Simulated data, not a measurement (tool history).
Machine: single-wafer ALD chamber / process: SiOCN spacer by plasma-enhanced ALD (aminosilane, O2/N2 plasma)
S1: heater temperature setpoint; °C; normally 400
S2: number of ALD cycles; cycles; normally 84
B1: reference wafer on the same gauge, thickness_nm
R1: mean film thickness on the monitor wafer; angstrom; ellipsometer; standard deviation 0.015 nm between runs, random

{"run": 1, "day": 0.0, "S1": 400, "S2": 84, "B1": 4.482, "R1": 52.16}
{"run": 2, "day": 2.796, "S1": 394, "S2": 84, "B1": 4.481, "R1": 52.56}
{"run": 3, "day": 4.504, "S1": 394, "S2": 84, "B1": 4.481, "R1": 52.29}
{"run": 4, "day": 8.154, "S1": 394, "S2": 84, "B1": 4.473, "R1": 52.4}
{"run": 5, "day": 12.025, "S1": 400, "S2": 84, "B1": 4.468, "R1": 52.24}
{"run": 6, "day": 16.512, "S1": 400, "S2": 84, "B1": 4.46, "R1": 52.31}
{"run": 7, "day": 20.158, "S1": 400, "S2": 84, "B1": 4.449, "R1": 52.02}
{"run": 8, "day": 22.808, "S1": 400, "S2": 79, "B1": 4.443, "R1": 49.09}
{"run": 9, "day": 26.35, "S1": 400, "S2": 79, "B1": 4.427, "R1": 48.85}
{"day": 30.596, "done": "gauge calibrated"}
{"run": 10, "day": 30.642, "S1": 400, "S2": 79, "B1": 4.495, "R1": 49.75}
{"run": 11, "day": 35.054, "S1": 400, "S2": 84, "B1": 4.501, "R1": 52.71}
{"run": 12, "day": 45.912, "S1": 400, "S2": 94, "B1": 4.493, "R1": 58.92}
{"run": 13, "day": 49.583, "S1": 387, "S2": 68, "B1": 4.491, "R1": 42.65}
{"run": 14, "day": 52.412, "S1": 400, "S2": 69, "B1": 4.49, "R1": 43.13}
{"run": 15, "day": 54.417, "S1": 396, "S2": 99, "B1": 4.488, "R1": 62.1}
{"run": 16, "day": 56.662, "S1": 405, "S2": 94, "B1": 4.485, "R1": 58.19}
{"day": 57.133, "done": "thermocouple changed; heater temperature recalibrated"}
{"run": 17, "day": 58.929, "S1": 406, "S2": 79, "B1": 4.484, "R1": 48.4}
{"run": 18, "day": 60.871, "S1": 400, "S2": 84, "B1": 4.478, "R1": 52.57}
{"run": 19, "day": 64.5, "S1": 412, "S2": 72, "B1": 4.48, "R1": 43.39}
{"run": 20, "day": 67.467, "S1": 407, "S2": 84, "B1": 4.472, "R1": 51.27}
{"run": 21, "day": 69.429, "S1": 400, "S2": 84, "B1": 4.468, "R1": 52.35}
{"run": 22, "day": 72.6, "S1": 413, "S2": 89, "B1": 4.461, "R1": 53.37}
{"run": 23, "day": 74.3, "S1": 407, "S2": 73, "B1": 4.463, "R1": 44.5}
{"run": 24, "day": 78.421, "S1": 400, "S2": 92, "B1": 4.453, "R1": 57.39}
{"run": 25, "day": 80.971, "S1": 411, "S2": 84, "B1": 4.447, "R1": 50.66}

3 options for the next run, each taken on its own from the tool as it stands now. Forecast them:
{"run": "A", "day": 80.996, "S1": 409, "S2": 84, "B1": "?", "R1": "?"}
{"run": "B", "day": 80.996, "S1": 390, "S2": 93, "B1": "?", "R1": "?"}
{"run": "C", "day": 80.996, "S1": 411, "S2": 71, "B1": "?", "R1": "?"}

run=A B1=4.445 R1=50.76
run=B B1=4.445 R1=57.56
run=C B1=4.445 R1=42.67
With the hidden condition removed and each run's random variation left untouched, the same runs would have given:
run=A R1=51.36
run=B R1=58.24
run=C R1=43.18
